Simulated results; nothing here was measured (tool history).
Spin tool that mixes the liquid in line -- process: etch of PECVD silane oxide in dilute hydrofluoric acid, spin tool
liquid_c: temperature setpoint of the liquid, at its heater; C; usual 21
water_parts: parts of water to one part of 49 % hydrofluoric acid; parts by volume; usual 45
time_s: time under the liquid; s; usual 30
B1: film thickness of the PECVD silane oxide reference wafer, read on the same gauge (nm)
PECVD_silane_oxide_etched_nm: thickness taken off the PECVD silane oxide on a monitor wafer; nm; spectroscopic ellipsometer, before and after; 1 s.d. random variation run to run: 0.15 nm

{"run": 1, "hour": 0.0, "liquid_c": 21, "water_parts": 35, "time_s": 30, "B1": 140.04, "PECVD_silane_oxide_etched_nm": 21.74}
{"run": 2, "hour": 33.4, "liquid_c": 21, "water_parts": 45, "time_s": 30, "B1": 139.98, "PECVD_silane_oxide_etched_nm": 16.45}
{"run": 3, "hour": 65.6, "liquid_c": 21, "water_parts": 45, "time_s": 30, "B1": 140.02, "PECVD_silane_oxide_etched_nm": 16.77}
{"run": 4, "hour": 91.3, "liquid_c": 21, "water_parts": 45, "time_s": 30, "B1": 140.06, "PECVD_silane_oxide_etched_nm": 16.68}
{"run": 5, "hour": 126.5, "liquid_c": 21, "water_parts": 45, "time_s": 30, "B1": 139.98, "PECVD_silane_oxide_etched_nm": 16.4}
{"run": 6, "hour": 146.1, "liquid_c": 21, "water_parts": 45, "time_s": 30, "B1": 139.98, "PECVD_silane_oxide_etched_nm": 16.5}
{"run": 7, "hour": 250.5, "liquid_c": 21, "water_parts": 45, "time_s": 20, "B1": 139.98, "PECVD_silane_oxide_etched_nm": 11.39}
{"run": 8, "hour": 266.3, "liquid_c": 21, "water_parts": 45, "time_s": 30, "B1": 139.99, "PECVD_silane_oxide_etched_nm": 17.12}
{"run": 9, "hour": 282.1, "liquid_c": 21, "water_parts": 45, "time_s": 30, "B1": 139.93, "PECVD_silane_oxide_etched_nm": 16.92}
{"run": 10, "hour": 298.2, "liquid_c": 21, "water_parts": 45, "time_s": 15, "B1": 139.95, "PECVD_silane_oxide_etched_nm": 8.43}
{"run": 11, "hour": 399.2, "liquid_c": 19, "water_parts": 30, "time_s": 45, "B1": 139.98, "PECVD_silane_oxide_etched_nm": 35.17}
{"run": 12, "hour": 422.5, "liquid_c": 21, "water_parts": 35, "time_s": 40, "B1": 140, "PECVD_silane_oxide_etched_nm": 29.12}
{"run": 13, "hour": 488.5, "liquid_c": 21, "water_parts": 45, "time_s": 30, "B1": 140.04, "PECVD_silane_oxide_etched_nm": 16.33}
{"run": 14, "hour": 510.4, "liquid_c": 17.5, "water_parts": 60, "time_s": 30, "B1": 139.97, "PECVD_silane_oxide_etched_nm": 10.64}

Not shown: 3 entries that the log had between the listed runs. Between which runs, and how does the tool's hidden state differ before and after?
Between runs 6 and 7: thermometer replaced (hour 178.1); gauge calibrated (hour 248)
  liquid colder than its thermometer reads (K): 1.03 -> 0.236
  difference, measured minus the result without the unlogged condition, PECVD_silane_oxide_etched_nm: -0.74 -> -0.12 nm
Between runs 10 and 11: hydrofluoric acid flow meter replaced (hour 308.3)
  liquid colder than its thermometer reads (K): 0.324 -> 0.51
  difference, measured minus the result without the unlogged condition, PECVD_silane_oxide_etched_nm: -0.12 -> -0.79 nm
